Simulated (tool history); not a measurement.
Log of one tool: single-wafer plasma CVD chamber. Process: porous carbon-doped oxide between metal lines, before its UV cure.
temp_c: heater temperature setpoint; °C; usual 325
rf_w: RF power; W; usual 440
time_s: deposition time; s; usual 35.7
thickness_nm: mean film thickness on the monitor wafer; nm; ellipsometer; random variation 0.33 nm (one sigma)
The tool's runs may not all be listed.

run,hour,temp_c,rf_w,time_s,wafers since the last listed run,hours since the last thermocouple change,hours since the last RF generator calibration,hours since the showerhead was replaced,hours since the gauge calibration,"read-back reference wafer on the same gauge, thickness_nm",thickness_nm
1,0.0,325,470,35.7,0,2615.1,798.6,2396.1,530.0,174.982,159.199
2,33.4,325,470,35.7,596,2648.5,832.0,2429.5,563.4,174.976,159.537
3,80.6,325,470,35.7,842,2695.7,879.2,2476.7,610.6,175.017,158.732
4,107.8,325,440,35.7,485,2722.9,906.4,2503.9,637.8,175.028,152.405
5,147.2,325,420,35.7,703,2762.3,945.8,2543.3,677.2,174.952,147.877
6,214.9,316,440,35.7,1208,2830.0,1013.5,2611.0,744.9,174.905,160.736
7,254.8,316,440,35.7,712,2869.9,1053.4,2650.9,784.8,174.992,160.732
8,318.1,325,505,32.0,1130,2933.2,1116.7,2714.2,848.1,175.053,149.433
# hour 349.6: RF generator calibrated
9,362.4,325,505,32.0,648,2977.5,12.8,2758.5,892.4,175.048,148.294
# hour 398.7: gauge calibrated
# hour 399.2: showerhead replaced
10,405.4,325,505,32.0,624,3020.5,55.8,6.2,6.7,175.021,149.048
11,448.0,325,440,35.7,760,3063.1,98.4,48.8,49.3,174.997,152.153
12,519.6,310,440,39.8,1278,3134.7,170.0,120.4,120.9,175.033,184.410
13,570.8,334,515,42.7,914,3185.9,221.2,171.6,172.1,175.023,189.929
14,640.0,325,500,30.1,1235,3255.1,290.4,240.8,241.3,174.994,139.151
15,670.3,334,400,31.5,540,3285.4,320.7,271.1,271.6,174.963,120.600
16,698.4,316,440,33.5,501,3313.5,348.8,299.2,299.7,175.015,150.875
# hour 712.0: thermocouple changed; heater temperature recalibrated
17,764.4,325,440,35.7,1035,52.4,414.8,365.2,365.7,175.010,156.545
18,800.3,319,505,33.8,640,88.3,450.7,401.1,401.6,174.966,166.982
19,842.7,325,440,35.7,756,130.7,493.1,443.5,444.0,175.053,156.507
20,888.7,329,355,32.2,821,176.7,539.1,489.5,490.0,175.050,120.007
21,1039.2,325,480,35.7,2686,327.2,689.6,640.0,640.5,175.053,165.392
22,1103.2,325,440,28.7,1142,391.2,753.6,704.0,704.5,175.031,125.798
23,1130.4,335,380,28.9,485,418.4,780.8,731.2,731.7,174.933,109.526

5 ways to go on from here, each from the tool as it stands after run 23. What would each give?
A,1130.8,325,440,35.7,7,418.8,781.2,731.6,732.1,?,?
B,1130.8,325,480,30.3,7,418.8,781.2,731.6,732.1,?,?
C,1130.8,325,440,33.8,7,418.8,781.2,731.6,732.1,?,?
D,1130.8,334,440,32.3,7,418.8,781.2,731.6,732.1,?,?
E,1130.8,313,440,37.9,7,418.8,781.2,731.6,732.1,?,?

run,"read-back reference wafer on the same gauge, thickness_nm",thickness_nm
A,175.010,156.004
B,175.010,140.319
C,175.010,147.923
D,175.010,134.901
E,175.010,177.289
Without the tool's hidden state the same runs would have given:
run,thickness_nm
A,156.167
B,140.465
C,148.077
D,135.030
E,177.487
